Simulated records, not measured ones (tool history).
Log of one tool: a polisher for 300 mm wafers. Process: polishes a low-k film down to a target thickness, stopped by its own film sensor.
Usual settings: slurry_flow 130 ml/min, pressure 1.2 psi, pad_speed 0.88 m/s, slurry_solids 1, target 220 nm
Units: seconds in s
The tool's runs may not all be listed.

run	day	slurry_flow	pressure	pad_speed	slurry_solids	target	wafers since the last listed run	wafers polished on this pad	hours since the slurry nozzle was cleaned	hours since the head pressure was calibrated	hours since the slurry blender was calibrated	hours since the conditioning disc was replaced	incoming thickness of the incoming film, nm	seconds
1	0	130	1.2	0.98	1	220	0	417	193.1	76	229.7	289.2	249.4	110.9
# day 2.9: conditioning disc replaced and pad reconditioned
2	2.971	130	1.2	0.98	1	220	769	1186	264.4	147.3	301	1.7	252.6	116.1
# day 4.592: slurry blender recalibrated
3	7.279	155	1	0.88	1	220	1125	2312	367.8	250.7	64.5	105.1	247.9	132.4
# day 7.688: slurry nozzle cleaned
4	8.9	155	1	0.88	1	220	420	2733	29.1	289.6	103.4	144	253.3	151.6
5	12.071	130	1.2	0.88	1	220	844	3578	105.2	365.7	179.5	220.1	253.5	130
# day 14.096: worn pad replaced by a new one
# day 16.85: conditioning disc replaced and pad reconditioned
6	20.042	130	1.2	0.88	1	220	2057	1562	296.5	557	370.8	76.6	249.5	118.3
# day 21.704: slurry nozzle cleaned
# day 22.867: slurry blender recalibrated
7	24.217	130	1.2	0.88	1	220	1079	2641	60.3	657.2	32.4	176.8	250.4	122
8	28.258	130	1.2	0.7	1	220	1076	3718	157.3	754.2	129.4	273.8	249.7	145.8
9	31.979	130	1.2	0.7	1	220	991	4710	246.6	843.5	218.7	363.1	248.2	138.7
# day 32.092: head pressure recalibrated
# day 32.15: conditioning disc replaced and pad reconditioned
# day 32.342: worn pad replaced by a new one
10	36.033	130	1.4	0.88	1	220	998	983	343.9	94.6	316	93.2	248.4	98.8
# day 38.304: slurry blender recalibrated
# day 39.288: slurry nozzle cleaned
11	42.7	130	1.4	0.88	1	220	1743	2726	81.9	254.6	105.5	253.2	249.4	100
12	45.625	105	1.4	0.88	1	217	779	3505	152.1	324.8	175.7	323.4	253.6	130.9
# day 46.504: worn pad replaced by a new one
13	48.729	130	1.2	0.88	1	220	782	592	226.6	399.3	250.2	397.9	253.3	133.5
# day 48.908: conditioning disc replaced and pad reconditioned
14	50.292	130	1.2	0.76	1	220	394	987	264.1	436.8	287.7	33.2	251.1	138.5

Forecast run 15:
# day 52.188: slurry blender recalibrated
15	53.638	130	1	0.88	0.7	220	869	1856	344.4	517.1	34.8	113.5	248.9	?

{"run 15": {"seconds": 177.4}}
Without the tool's hidden state the same run would have given seconds 177.4 s.
